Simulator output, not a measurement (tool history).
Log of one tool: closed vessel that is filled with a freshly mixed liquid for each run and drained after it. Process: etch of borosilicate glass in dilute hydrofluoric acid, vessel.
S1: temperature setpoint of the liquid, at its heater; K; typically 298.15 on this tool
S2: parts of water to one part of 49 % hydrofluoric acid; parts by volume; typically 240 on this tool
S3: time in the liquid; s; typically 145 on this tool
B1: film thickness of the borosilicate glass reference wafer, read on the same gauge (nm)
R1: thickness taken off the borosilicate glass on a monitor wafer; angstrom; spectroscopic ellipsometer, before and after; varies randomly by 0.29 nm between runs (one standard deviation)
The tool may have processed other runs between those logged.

run 1 hour=0 | S1=298.15 S2=240 S3=145 | B1=80 | R1=300.6
run 2 hour=74.4 | S1=298.15 S2=240 S3=145 | B1=80.01 | R1=298.3
run 3 hour=177.6 | S1=298.15 S2=240 S3=145 | B1=79.98 | R1=298.9
-- hour=203.7 thermometer replaced
run 4 hour=253.1 | S1=299.65 S2=240 S3=145 | B1=80.01 | R1=324.7
run 5 hour=356.3 | S1=299.65 S2=240 S3=145 | B1=80.02 | R1=321.1
run 6 hour=395 | S1=300.65 S2=240 S3=145 | B1=79.98 | R1=331.4
run 7 hour=446.6 | S1=300.65 S2=240 S3=145 | B1=80.02 | R1=327.9
run 8 hour=509.9 | S1=298.15 S2=240 S3=145 | B1=80.05 | R1=299.3
run 9 hour=571.5 | S1=298.15 S2=240 S3=145 | B1=80.01 | R1=301.8
run 10 hour=635.5 | S1=298.15 S2=240 S3=145 | B1=80.01 | R1=299.1
run 11 hour=719.2 | S1=298.15 S2=240 S3=145 | B1=80.01 | R1=298.6
-- hour=757.3 gauge calibrated
run 12 hour=767.9 | S1=298.15 S2=240 S3=145 | B1=80.02 | R1=296.9
run 13 hour=804.7 | S1=294.65 S2=240 S3=145 | B1=80.05 | R1=256.1
run 14 hour=851.7 | S1=294.65 S2=240 S3=145 | B1=80 | R1=255.4
run 15 hour=914.8 | S1=294.65 S2=240 S3=145 | B1=80.03 | R1=257.8
run 16 hour=971.6 | S1=298.15 S2=165 S3=145 | B1=80.01 | R1=462.1
run 17 hour=1009.9 | S1=298.15 S2=240 S3=215 | B1=79.99 | R1=428
run 18 hour=1082.9 | S1=298.15 S2=205 S3=215 | B1=80 | R1=526.6
-- hour=1182.6 thermometer replaced
run 19 hour=1188.3 | S1=298.15 S2=240 S3=200 | B1=79.99 | R1=407
run 20 hour=1225.8 | S1=298.15 S2=240 S3=145 | B1=79.99 | R1=296.9

Run 21 comes next. What will it give?
run 21 hour=1335.5 | S1=294.65 S2=240 S3=145 | B1=? | R1=?

{"run 21": {"B1": 80.02, "R1": 257.2}}
Without the tool's hidden state the same run would have given R1 278.9 angstrom.
